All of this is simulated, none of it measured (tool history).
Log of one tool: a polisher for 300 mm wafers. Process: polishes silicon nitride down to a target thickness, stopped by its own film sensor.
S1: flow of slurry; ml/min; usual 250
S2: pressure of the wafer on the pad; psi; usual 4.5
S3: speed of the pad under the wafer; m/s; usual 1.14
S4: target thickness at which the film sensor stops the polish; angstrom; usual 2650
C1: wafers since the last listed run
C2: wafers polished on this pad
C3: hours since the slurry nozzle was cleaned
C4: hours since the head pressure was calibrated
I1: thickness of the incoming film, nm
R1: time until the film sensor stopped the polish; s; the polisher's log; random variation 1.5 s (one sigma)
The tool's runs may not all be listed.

run    hour   S1   S2    S3    S4    C1    C2     C3      C4     I1    R1
  1       0  250  4.5  1.24  2650     0  1559  102.4   338.3  432.8  76.5
  2   104.9  250  4.5  1.24  2650  1087  2647  207.3   443.2  433.1  74.9
      174.3  -- worn pad replaced by a new one
  3   187.2  250  4.5  0.86  2650   812   134  289.6   525.5  430.1  93.9
  4   279.8  250  4.5  1.14  2650   960  1094  382.2   618.1  429.9  76.5
  5   378.4  250  4.5  1.14  2650  1022  2116  480.8   716.7  435.9  80.7
  6   434.5  250  4.5  1.14  2650   581  2698  536.9   772.8  423.3  73.3
        462  -- worn pad replaced by a new one
      533.2  -- slurry nozzle cleaned
  7   536.4  250  5.8  1.14  2410  1004   761    3.2   874.7  434.6  69.9
  8   607.8  250  5.8  1.14  2410   740  1501   74.6   946.1  434.9  72.3
  9   698.3  250  5.8  1.14  2410   938  2440  165.1  1036.6  431.1  69.3
        738  -- head pressure recalibrated
 10   766.5  250  4.5  1.14  2650   686  3126  233.3    28.5    435  82.7
      778.6  -- worn pad replaced by a new one
 11   821.1  250  4.5  0.86  2650   524   440  287.9    83.1  425.6  94.1
 12   913.7  195  4.5  1.44  2650   960  1400  380.5   175.7    430  65.5
 13   981.1  250  4.5  1.14  2650   698  2099  447.9   243.1  429.1  77.3
 14  1048.5  250  4.5  1.14  3080   698  2798  515.3   310.5  428.9  57.9
     1083.8  -- slurry nozzle cleaned
     1087.6  -- worn pad replaced by a new one
 15    1110  250  5.8  1.38  2210   588   232   26.2     372  433.7  70.9
 16  1193.1  220  3.8  1.14  3150   861  1094  109.3   455.1  426.7  60.9
 17  1261.6  250  4.5  1.34  2650   710  1804  177.8   523.6  427.9  65.8
 18  1333.7  250  5.3  1.34  2360   747  2552  249.9   595.7  431.5  68.5
     1351.5  -- worn pad replaced by a new one
 19  1423.5  250  4.5  1.14  3120   889   746  339.7   685.5  436.3  56.8
 20  1502.1  250  5.7  1.14  2650   815  1561  418.3   764.1  428.2  58.9

3 ways to go on from here, each from the tool as it stands after run 20. What would each give?
  A  1502.6  250  4.5  1.14  2320   5  1567  418.8  764.6  434   ?
  B  1502.6  335  4.5  1.52  2650   5  1567  418.8  764.6  434   ?
  C  1502.6  250  4.5  1.14  3220   5  1567  418.8  764.6  434   ?

run    R1
  A  92.6
  B  60.9
  C  51.3
Without the tool's hidden state the same runs would have given:
run     R1
  A  103.4
  B     68
  C   57.3

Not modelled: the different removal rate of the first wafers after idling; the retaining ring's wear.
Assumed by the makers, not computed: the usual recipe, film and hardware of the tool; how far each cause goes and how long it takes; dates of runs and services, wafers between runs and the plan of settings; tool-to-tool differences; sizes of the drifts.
